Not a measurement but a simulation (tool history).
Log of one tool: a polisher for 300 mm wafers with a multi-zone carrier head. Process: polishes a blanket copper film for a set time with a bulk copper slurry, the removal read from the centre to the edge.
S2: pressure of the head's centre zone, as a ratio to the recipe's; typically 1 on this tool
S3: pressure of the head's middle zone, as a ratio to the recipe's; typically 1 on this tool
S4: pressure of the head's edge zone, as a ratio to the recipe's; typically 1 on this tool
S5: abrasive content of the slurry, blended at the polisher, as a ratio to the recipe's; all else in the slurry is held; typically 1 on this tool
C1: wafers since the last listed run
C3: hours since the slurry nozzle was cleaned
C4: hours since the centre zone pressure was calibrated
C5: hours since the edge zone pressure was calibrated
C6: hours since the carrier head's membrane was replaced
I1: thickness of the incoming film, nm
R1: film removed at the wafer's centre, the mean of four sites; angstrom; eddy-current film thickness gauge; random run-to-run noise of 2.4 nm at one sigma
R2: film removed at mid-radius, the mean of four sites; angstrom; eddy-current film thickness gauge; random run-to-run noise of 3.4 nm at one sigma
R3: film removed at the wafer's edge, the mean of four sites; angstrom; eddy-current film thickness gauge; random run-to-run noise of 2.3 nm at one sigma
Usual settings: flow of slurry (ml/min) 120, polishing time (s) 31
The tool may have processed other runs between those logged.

{"run": 1, "day": 0.0, "flow of slurry (ml/min)": 120, "S2": 1, "S3": 1, "S4": 1, "S5": 1.25, "polishing time (s)": 31, "C1": 0, "wafers polished on this pad": 636, "C3": 457.2, "C4": 671.5, "C5": 151.3, "C6": 952.3, "I1": 3314.8, "R1": 2412, "R2": 2465, "R3": 2426}
{"run": 2, "day": 2.65, "flow of slurry (ml/min)": 120, "S2": 1, "S3": 1, "S4": 1, "S5": 1, "polishing time (s)": 31, "C1": 599, "wafers polished on this pad": 1235, "C3": 520.8, "C4": 735.1, "C5": 214.9, "C6": 1015.9, "I1": 3355.2, "R1": 2220, "R2": 2275, "R3": 2307}
{"run": 3, "day": 4.304, "flow of slurry (ml/min)": 120, "S2": 1, "S3": 1, "S4": 1, "S5": 1, "polishing time (s)": 34, "C1": 374, "wafers polished on this pad": 1610, "C3": 560.5, "C4": 774.8, "C5": 254.6, "C6": 1055.6, "I1": 3309.4, "R1": 2417, "R2": 2479, "R3": 2471}
{"day": 5.271, "done": "slurry nozzle cleaned"}
{"run": 4, "day": 6.625, "flow of slurry (ml/min)": 120, "S2": 1, "S3": 1, "S4": 0.92, "S5": 1, "polishing time (s)": 31, "C1": 515, "wafers polished on this pad": 2125, "C3": 32.5, "C4": 830.5, "C5": 310.3, "C6": 1111.3, "I1": 3318.7, "R1": 2157, "R2": 2213, "R3": 2120}
{"run": 5, "day": 9.542, "flow of slurry (ml/min)": 135, "S2": 1, "S3": 1.04, "S4": 1, "S5": 1, "polishing time (s)": 31, "C1": 659, "wafers polished on this pad": 2785, "C3": 102.5, "C4": 900.5, "C5": 380.3, "C6": 1181.3, "I1": 3295.8, "R1": 2213, "R2": 2297, "R3": 2232}
{"day": 10.921, "done": "edge zone pressure recalibrated"}
{"day": 11.529, "done": "centre zone pressure recalibrated"}
{"run": 6, "day": 11.992, "flow of slurry (ml/min)": 120, "S2": 0.92, "S3": 1, "S4": 1, "S5": 1, "polishing time (s)": 31, "C1": 516, "wafers polished on this pad": 3302, "C3": 161.3, "C4": 11.1, "C5": 25.7, "C6": 1240.1, "I1": 3296.7, "R1": 1959, "R2": 2152, "R3": 2138}
{"day": 12.692, "done": "carrier head's membrane replaced by a new one"}
{"day": 13.392, "done": "worn pad replaced by a new one"}
{"run": 7, "day": 13.638, "flow of slurry (ml/min)": 120, "S2": 1, "S3": 1, "S4": 1, "S5": 0.85, "polishing time (s)": 31, "C1": 287, "wafers polished on this pad": 55, "C3": 200.8, "C4": 50.6, "C5": 65.2, "C6": 22.7, "I1": 3288.8, "R1": 2217, "R2": 2244, "R3": 2235}
{"run": 8, "day": 16.479, "flow of slurry (ml/min)": 120, "S2": 1, "S3": 1, "S4": 1, "S5": 1, "polishing time (s)": 31, "C1": 642, "wafers polished on this pad": 698, "C3": 269, "C4": 118.8, "C5": 133.4, "C6": 90.9, "I1": 3336.5, "R1": 2271, "R2": 2277, "R3": 2266}
{"run": 9, "day": 17.938, "flow of slurry (ml/min)": 100, "S2": 1, "S3": 0.94, "S4": 1, "S5": 1, "polishing time (s)": 31, "C1": 329, "wafers polished on this pad": 1027, "C3": 304, "C4": 153.8, "C5": 168.4, "C6": 125.9, "I1": 3314, "R1": 2183, "R2": 2133, "R3": 2254}
{"run": 10, "day": 20.604, "flow of slurry (ml/min)": 85, "S2": 1, "S3": 1, "S4": 1, "S5": 1, "polishing time (s)": 31, "C1": 603, "wafers polished on this pad": 1631, "C3": 368, "C4": 217.8, "C5": 232.4, "C6": 189.9, "I1": 3273.8, "R1": 2096, "R2": 2108, "R3": 2120}
{"run": 11, "day": 22.312, "flow of slurry (ml/min)": 145, "S2": 1.07, "S3": 1, "S4": 1.06, "S5": 1.2, "polishing time (s)": 31, "C1": 386, "wafers polished on this pad": 2017, "C3": 409, "C4": 258.8, "C5": 273.4, "C6": 230.9, "I1": 3317.2, "R1": 2592, "R2": 2425, "R3": 2461}
{"run": 12, "day": 23.362, "flow of slurry (ml/min)": 120, "S2": 1, "S3": 1.12, "S4": 1, "S5": 1, "polishing time (s)": 31, "C1": 237, "wafers polished on this pad": 2255, "C3": 434.2, "C4": 284, "C5": 298.6, "C6": 256.1, "I1": 3331, "R1": 2189, "R2": 2447, "R3": 2194}
{"run": 13, "day": 25.833, "flow of slurry (ml/min)": 120, "S2": 1, "S3": 0.94, "S4": 1, "S5": 1, "polishing time (s)": 31, "C1": 558, "wafers polished on this pad": 2814, "C3": 493.5, "C4": 343.3, "C5": 357.9, "C6": 315.4, "I1": 3262.5, "R1": 2127, "R2": 2070, "R3": 2163}
{"day": 27.271, "done": "slurry nozzle cleaned"}
{"run": 14, "day": 28.412, "flow of slurry (ml/min)": 120, "S2": 1, "S3": 1, "S4": 1, "S5": 1, "polishing time (s)": 31, "C1": 574, "wafers polished on this pad": 3388, "C3": 27.4, "C4": 405.2, "C5": 419.8, "C6": 377.3, "I1": 3330.9, "R1": 2122, "R2": 2105, "R3": 2137}

What will run 15 give?
{"day": 29.862, "done": "edge zone pressure recalibrated"}
{"run": 15, "day": 30.633, "flow of slurry (ml/min)": 120, "S2": 1.09, "S3": 0.91, "S4": 1.08, "S5": 1, "polishing time (s)": 31, "C1": 483, "wafers polished on this pad": 3871, "C3": 80.7, "C4": 458.5, "C5": 18.5, "C6": 430.6, "I1": 3386.1, "R1": "?", "R2": "?", "R3": "?"}

{"run 15": {"R1": 2281, "R2": 1932, "R3": 2176}}
With the hidden condition absent and the run-to-run variation left alone, this run would have shown R1 2559 angstrom, R2 2168 angstrom, R3 2442 angstrom.
